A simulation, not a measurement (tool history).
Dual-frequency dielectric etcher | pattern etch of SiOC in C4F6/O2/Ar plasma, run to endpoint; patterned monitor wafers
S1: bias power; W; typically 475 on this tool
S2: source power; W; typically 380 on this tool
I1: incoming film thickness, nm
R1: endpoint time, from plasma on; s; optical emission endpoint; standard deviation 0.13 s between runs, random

Run 1, hour 0.0: usual settings; I1 53.3. Result: R1 19.1 s.
Run 2, hour 6.1: usual settings but S1 570 W; I1 52.5. Result: R1 17.7 s.
Run 3, hour 20.7: usual settings but S1 570 W; I1 52.3. Result: R1 17.9 s.
Run 4, hour 34.9: usual settings but S1 570 W; I1 52.6. Result: R1 18.0 s.
Run 5, hour 42.9: usual settings; I1 52.2. Result: R1 18.6 s.
Run 6, hour 60.3: usual settings; I1 52.0. Result: R1 18.6 s.
Run 7, hour 109.7: usual settings; I1 52.5. Result: R1 18.7 s.
Run 8, hour 122.1: usual settings; I1 52.7. Result: R1 18.9 s.
Run 9, hour 132.9: usual settings; I1 52.9. Result: R1 18.8 s.
Run 10, hour 149.1: usual settings; I1 52.2. Result: R1 18.6 s.
Run 11, hour 162.0: usual settings; I1 52.8. Result: R1 18.8 s.
Run 12, hour 168.2: usual settings; I1 52.6. Result: R1 19.1 s.
Run 13, hour 181.5: usual settings; I1 52.9. Result: R1 19.1 s.
Run 14, hour 186.5: usual settings but S2 460 W; I1 52.2. Result: R1 17.5 s.
Run 15, hour 200.8: usual settings but S1 575 W, S2 440 W; I1 52.8. Result: R1 17.1 s.
Run 16, hour 214.0: usual settings but S1 590 W; I1 52.9. Result: R1 17.8 s.
Run 17, hour 225.5: usual settings but S2 450 W; I1 53.0. Result: R1 18.1 s.
Run 18, hour 238.6: usual settings; I1 52.0. Result: R1 18.3 s.
Run 19, hour 247.5: usual settings but S1 569 W, S2 330 W; I1 52.4. Result: R1 18.4 s.
Run 20, hour 258.1: usual settings but S1 572 W, S2 430 W; I1 53.0. Result: R1 17.3 s.
Run 21, hour 294.5: usual settings; I1 51.9. Result: R1 18.7 s.
Run 22, hour 307.4: usual settings but S1 583 W, S2 340 W; I1 53.2. Result: R1 18.5 s.
Run 23, hour 315.8: usual settings but S2 290 W; I1 52.3. Result: R1 19.8 s.
Run 24, hour 344.4: usual settings but S2 420 W; I1 52.2. Result: R1 18.3 s.
Run 25, hour 344.8: usual settings; I1 52.4. Result: R1 18.8 s.
Run 26, hour 349.0: usual settings; I1 52.0. Result: R1 18.7 s.
Run 27, hour 357.0: usual settings but S1 575 W, S2 440 W; I1 53.1. Result: R1 17.2 s.
Run 28, hour 374.6: usual settings but S2 330 W; I1 52.3. Result: R1 19.5 s.
Run 29, hour 389.8: usual settings; I1 52.7. Result: R1 18.9 s.
Run 30, hour 401.5: usual settings but S1 360 W, S2 450 W; I1 52.5. Result: R1 19.2 s.
Run 31, hour 409.4: usual settings but S2 420 W; I1 53.0. Result: R1 18.3 s.
Run 32, hour 424.0: usual settings; I1 52.9. Result: R1 19.1 s.
Run 33, hour 440.2: usual settings but S1 558 W, S2 330 W; I1 52.8. Result: R1 18.7 s.
Run 34, hour 450.5: usual settings but S1 527 W, S2 440 W; I1 52.9. Result: R1 17.5 s.
Run 35, hour 459.6: usual settings; I1 52.8. Result: R1 19.2 s.
Run 36, hour 487.8: usual settings but S1 541 W, S2 350 W; I1 52.8. Result: R1 18.3 s.

Missing from the log above: 5 entries noted between runs. For each, name the pair of listed runs it sits between and say how the tool's hidden condition differs from the listed run just before to the listed run just after:
Logged between run 6 and run 7: wet clean of the chamber (hour 86.3)
  no hidden state differs between the two runs
Logged between run 12 and run 13: source power generator calibrated (hour 181.0)
  no hidden state differs between the two runs
Logged between run 17 and run 18: bias power generator calibrated (hour 235.6)
  no hidden state differs between the two runs
Logged between run 23 and run 24: upper electrode replaced (hour 343.9)
  no hidden state differs between the two runs
Logged between run 35 and run 36: wet clean of the chamber (hour 487.3)
  no hidden state differs between the two runs

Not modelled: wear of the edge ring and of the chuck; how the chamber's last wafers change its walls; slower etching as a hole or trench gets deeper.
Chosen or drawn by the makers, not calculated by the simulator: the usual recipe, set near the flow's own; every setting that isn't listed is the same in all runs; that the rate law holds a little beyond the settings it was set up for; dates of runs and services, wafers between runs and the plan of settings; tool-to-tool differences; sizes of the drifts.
